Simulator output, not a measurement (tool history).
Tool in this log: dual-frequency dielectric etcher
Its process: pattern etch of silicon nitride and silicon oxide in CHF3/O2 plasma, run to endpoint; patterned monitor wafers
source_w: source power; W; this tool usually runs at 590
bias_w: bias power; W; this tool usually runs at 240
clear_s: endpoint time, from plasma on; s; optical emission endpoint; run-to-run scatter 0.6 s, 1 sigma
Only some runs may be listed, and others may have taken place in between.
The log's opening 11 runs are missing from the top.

run,day,source_w,bias_w,wafers since the last listed run,hours since the last wet clean,hours since the last source power generator calibration,hours since the last bias power generator calibration,hours since the last upper electrode change,"incoming incoming film thickness, nm",clear_s
12,20.921,590,240,492,130.3,1725.3,2603.9,5556.4,254.0,157.6
13,22.950,590,240,440,179.0,1774.0,2652.6,5605.1,253.3,156.6
14,24.367,590,240,307,213.0,1808.0,2686.6,5639.1,251.9,155.2
15,25.425,590,258,229,238.4,1833.4,2712.0,5664.5,254.9,151.7
16,26.433,590,258,218,262.6,1857.6,2736.2,5688.7,252.5,150.6
# day 28.288: upper electrode replaced
17,28.308,590,240,189,307.6,1902.6,2781.2,0.5,254.4,154.3
# day 31.017: bias power generator calibrated
18,31.038,650,192,555,373.1,1968.1,0.5,66.0,252.6,157.4
# day 33.442: wet clean of the chamber
19,33.462,650,290,309,0.5,2026.3,58.7,124.2,255.0,144.9
20,34.292,640,280,179,20.4,2046.2,78.6,144.1,253.2,145.2
21,38.292,590,240,867,116.4,2142.2,174.6,240.1,250.0,156.0
22,40.467,450,180,471,168.6,2194.4,226.8,292.3,252.7,196.5
23,43.354,630,184,626,237.9,2263.7,296.1,361.6,249.5,162.9
24,45.483,590,285,461,289.0,2314.8,347.2,412.7,251.8,143.7
# day 46.938: source power generator calibrated
25,48.346,450,218,584,357.7,33.8,415.9,481.4,254.5,182.1
# day 49.404: wet clean of the chamber
26,50.196,660,200,184,19.0,78.2,460.3,525.8,253.8,164.0
27,51.621,590,271,309,53.2,112.4,494.5,560.0,253.1,153.1
28,53.288,440,292,361,93.2,152.4,534.5,600.0,254.8,172.3
29,54.662,590,240,298,126.2,185.4,567.5,633.0,248.2,155.3
30,57.629,720,276,643,197.4,256.6,638.7,704.2,253.0,135.7
31,59.729,590,240,455,247.8,307.0,689.1,754.6,254.8,157.0
32,62.400,720,209,579,311.9,371.1,753.2,818.7,252.2,147.8
# day 64.204: wet clean of the chamber
33,65.025,470,205,352,19.7,434.1,816.2,881.7,251.9,188.1
34,66.250,590,240,265,49.1,463.5,845.6,911.1,250.9,159.4
35,67.467,530,216,263,78.3,492.7,874.8,940.3,255.0,175.6

What if the next run were any one of these 4? Each begins from the tool's condition after run 35:
A,67.488,640,240,4,78.8,493.2,875.3,940.8,252.8,?
B,67.488,590,283,4,78.8,493.2,875.3,940.8,252.8,?
C,67.488,530,215,4,78.8,493.2,875.3,940.8,252.8,?
D,67.488,690,240,4,78.8,493.2,875.3,940.8,252.8,?

run,clear_s
A,153.3
B,149.8
C,174.0
D,148.2
With the hidden condition removed and each run's random variation left untouched, the same runs would have given:
run,clear_s
A,153.2
B,149.7
C,173.8
D,148.1

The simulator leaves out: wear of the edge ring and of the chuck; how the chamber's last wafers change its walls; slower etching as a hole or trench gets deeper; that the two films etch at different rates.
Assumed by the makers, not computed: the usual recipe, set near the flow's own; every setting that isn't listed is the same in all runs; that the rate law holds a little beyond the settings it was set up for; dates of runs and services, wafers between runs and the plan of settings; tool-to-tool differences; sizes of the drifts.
